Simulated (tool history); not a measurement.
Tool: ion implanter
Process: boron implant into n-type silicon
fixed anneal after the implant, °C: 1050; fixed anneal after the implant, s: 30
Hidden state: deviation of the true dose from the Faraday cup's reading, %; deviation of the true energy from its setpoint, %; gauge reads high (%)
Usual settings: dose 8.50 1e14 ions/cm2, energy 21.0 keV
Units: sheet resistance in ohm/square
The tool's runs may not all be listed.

run    hour   dose  energy  wafers since the last listed run  hours since the last dose calibration  hours since the extraction supply was calibrated  hours since the gauge calibration  read-back reference wafer on the same gauge, sheet resistance  sheet resistance
  1     0.0   8.50    21.0                                 0                                 1626.0                                            5306.3                              130.3                                                         139.97            134.75
  2    66.2   8.50    21.0                              1466                                 1692.2                                            5372.5                              196.5                                                         139.60            133.59
  3   171.9   8.50    21.0                              2341                                 1797.9                                            5478.2                              302.2                                                         139.60            133.33
  4   196.6   8.50    21.0                               547                                 1822.6                                            5502.9                              326.9                                                         139.19            134.13
  5   242.0   8.50    21.0                              1005                                 1868.0                                            5548.3                              372.3                                                         139.10            133.49
  6   287.8  10.17    16.5                              1014                                 1913.8                                            5594.1                              418.1                                                         138.79            116.48
  7   318.3  10.17    16.5                               675                                 1944.3                                            5624.6                              448.6                                                         138.82            115.75
  8   379.6  10.17    16.5                              1358                                 2005.6                                            5685.9                              509.9                                                         138.76            116.27
  9   480.9   7.68    21.0                              2244                                 2106.9                                            5787.2                              611.2                                                         138.57            145.18
      660.5  -- Faraday cup replaced and dose calibrated
 10   688.7   7.68    21.0                              4426                                   28.2                                            5995.0                              819.0                                                         137.30            143.68
 11   723.4   7.68    21.0                               768                                   62.9                                            6029.7                              853.7                                                         137.60            143.57
 12   761.1  10.47    21.0                               835                                  100.6                                            6067.4                              891.4                                                         137.25            109.46
 13   825.7  10.47    21.0                              1431                                  165.2                                            6132.0                              956.0                                                         137.03            110.04
 14   893.5  10.47    21.0                              1502                                  233.0                                            6199.8                             1023.8                                                         136.39            109.82
 15   965.0   8.50    21.0                              1584                                  304.5                                            6271.3                             1095.3                                                         136.86            130.77
 16  1029.3   8.50    21.0                              1424                                  368.8                                            6335.6                             1159.6                                                         135.91            129.55
     1062.8  -- gauge calibrated
 17  1073.4   9.56    26.0                               976                                  412.9                                            6379.7                               10.6                                                         139.49            118.49
 18  1127.4   9.35    17.0                              1196                                  466.9                                            6433.7                               64.6                                                         139.61            124.74
 19  1183.3  10.97    27.5                              1238                                  522.8                                            6489.6                              120.5                                                         139.45            104.70
 20  1217.6   8.50    21.0                               759                                  557.1                                            6523.9                              154.8                                                         139.47            134.02
 21  1257.6   7.40    19.0                               886                                  597.1                                            6563.9                              194.8                                                         139.19            152.32
 22  1297.1   7.72    21.0                               875                                  636.6                                            6603.4                              234.3                                                         139.22            143.88
 23  1343.2  10.13    14.5                              1021                                  682.7                                            6649.5                              280.4                                                         138.61            117.38
     1376.5  -- extraction supply calibrated
 24  1377.0   7.27    14.5                               571                                  716.5                                               0.5                              314.2                                                         138.84            157.31
 25  1426.9  10.75    26.0                              1105                                  766.4                                              50.4                              364.1                                                         138.28            106.38
 26  1465.7   8.50    21.0                               859                                  805.2                                              89.2                              402.9                                                         138.37            133.18

The next listed run, before its measurement:
 27  1527.2  6.16    21.0                              1362                                  866.7                                             150.7                              464.4                                                              ?                 ?

{"run 27": {"read-back reference wafer on the same gauge, sheet resistance": 138.25, "sheet resistance": 173.24}}
Without the tool's hidden state the same run would have given sheet resistance 175.63 ohm/square.
